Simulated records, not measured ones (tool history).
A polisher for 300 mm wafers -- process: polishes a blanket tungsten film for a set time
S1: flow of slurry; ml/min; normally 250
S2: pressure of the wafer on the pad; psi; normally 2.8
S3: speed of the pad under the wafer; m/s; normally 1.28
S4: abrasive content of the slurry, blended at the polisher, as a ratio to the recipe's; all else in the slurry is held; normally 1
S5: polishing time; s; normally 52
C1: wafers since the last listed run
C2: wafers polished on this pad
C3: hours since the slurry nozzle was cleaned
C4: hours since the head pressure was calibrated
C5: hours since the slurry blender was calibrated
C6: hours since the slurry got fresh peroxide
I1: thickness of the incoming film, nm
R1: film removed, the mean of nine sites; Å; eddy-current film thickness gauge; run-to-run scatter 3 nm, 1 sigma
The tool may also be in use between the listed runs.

run,day,S1,S2,S3,S4,S5,C1,C2,C3,C4,C5,C6,I1,R1
1,0,250,3,1.28,1.2,52,0,1088,408.1,1157,0.5,99.6,894.9,2684
2,1.254,250,3,1.28,1.2,52,247,1335,438.2,1187.1,30.6,129.7,892,2580
# day 2.046: worn pad replaced by a new one
3,2.417,250,2.1,1.28,1,52,196,72,466.1,1215,58.5,157.6,898.3,1750
4,3.825,250,2.1,1.28,1,52,277,350,499.9,1248.8,92.3,191.4,906.7,1743
# day 4.55: slurry tank refilled with fresh slurry and peroxide
5,5.025,250,2.8,1.28,1,52,228,578,528.7,1277.6,121.1,11.4,912.9,2323
6,5.683,250,2.8,1.28,1,52,129,708,544.5,1293.4,136.9,27.2,915.6,2306
7,6.233,250,2.8,1.28,1,52,108,816,557.7,1306.6,150.1,40.4,909.6,2318
8,6.858,250,2.8,1.28,1,52,123,939,572.7,1321.6,165.1,55.4,894.7,2302
9,7.708,250,2.8,1.28,1.15,52,167,1107,593.1,1342,185.5,75.8,881.4,2389
# day 7.8: slurry blender recalibrated
10,8.908,250,2.8,1.28,1.15,52,220,1327,621.9,1370.8,26.6,104.6,886.9,2393
# day 9.696: worn pad replaced by a new one
# day 10.175: head pressure recalibrated
11,11.225,305,2.8,1.28,1,52,407,284,677.5,25.2,82.2,160.2,894.5,2308
12,12.338,305,3.1,1.28,1.15,52,219,503,704.2,51.9,108.9,186.9,899.5,2652
# day 12.846: slurry tank refilled with fresh slurry and peroxide
13,13.579,250,2.8,1.28,1,52,236,740,734,81.7,138.7,17.6,884.6,2246
14,14.596,250,2.8,1.28,1,45,200,940,758.4,106.1,163.1,42,897.6,1923
15,15.471,250,2.8,0.98,1,66,172,1112,779.4,127.1,184.1,63,891.9,2182
# day 15.946: slurry blender recalibrated
16,16.179,190,2.8,1.28,1.3,52,123,1236,796.4,144.1,5.6,80,895.5,2197
17,17.158,250,2.8,1.28,1,45,192,1429,819.9,167.6,29.1,103.5,918.9,1829
# day 18.533: worn pad replaced by a new one
18,18.554,250,2.8,1.28,1,52,242,3,853.4,201.1,62.6,137,885.2,2188
19,19.15,250,2.8,1.28,1,52,117,121,867.7,215.4,76.9,151.3,898.4,2066
# day 21.312: slurry tank refilled with fresh slurry and peroxide
# day 23.408: slurry nozzle cleaned
20,23.612,250,2.8,1.28,1,52,862,984,4.9,322.5,184,55.2,893.5,2409
21,24.383,250,2.8,0.94,1,67,151,1135,23.4,341,202.5,73.7,897.9,2393
# day 24.954: slurry blender recalibrated
22,25.208,250,2.5,0.9,0.85,35,146,1282,43.2,360.8,6.1,93.5,912.3,1035
# day 25.988: worn pad replaced by a new one
23,26.567,250,2.8,1.28,1,52,234,113,75.8,393.4,38.7,126.1,899.7,2390
# day 28.188: slurry tank refilled with fresh slurry and peroxide
24,30.925,310,2.8,1.28,1,63,850,964,180.4,498,143.3,65.7,914.3,2989
25,32.079,210,3.4,1.28,1,64,227,1191,208.1,525.7,171,93.4,896.1,3492

Forecast each of these 5 alternatives for the next run:
A,32.096,250,2.8,1.28,1.3,52,3,1195,208.5,526.1,171.4,93.8,919.6,?
B,32.096,250,2.5,1.28,1.15,52,3,1195,208.5,526.1,171.4,93.8,919.6,?
C,32.096,330,2.8,1.28,1,52,3,1195,208.5,526.1,171.4,93.8,919.6,?
D,32.096,275,2.8,1.28,1.25,60,3,1195,208.5,526.1,171.4,93.8,919.6,?
E,32.096,195,2.8,1.28,1,40,3,1195,208.5,526.1,171.4,93.8,919.6,?

run,R1
A,2607
B,2256
C,2510
D,3011
E,1810
Had the tool no hidden state, the same runs would have come out as:
run,R1
A,2618
B,2265
C,2518
D,3023
E,1820

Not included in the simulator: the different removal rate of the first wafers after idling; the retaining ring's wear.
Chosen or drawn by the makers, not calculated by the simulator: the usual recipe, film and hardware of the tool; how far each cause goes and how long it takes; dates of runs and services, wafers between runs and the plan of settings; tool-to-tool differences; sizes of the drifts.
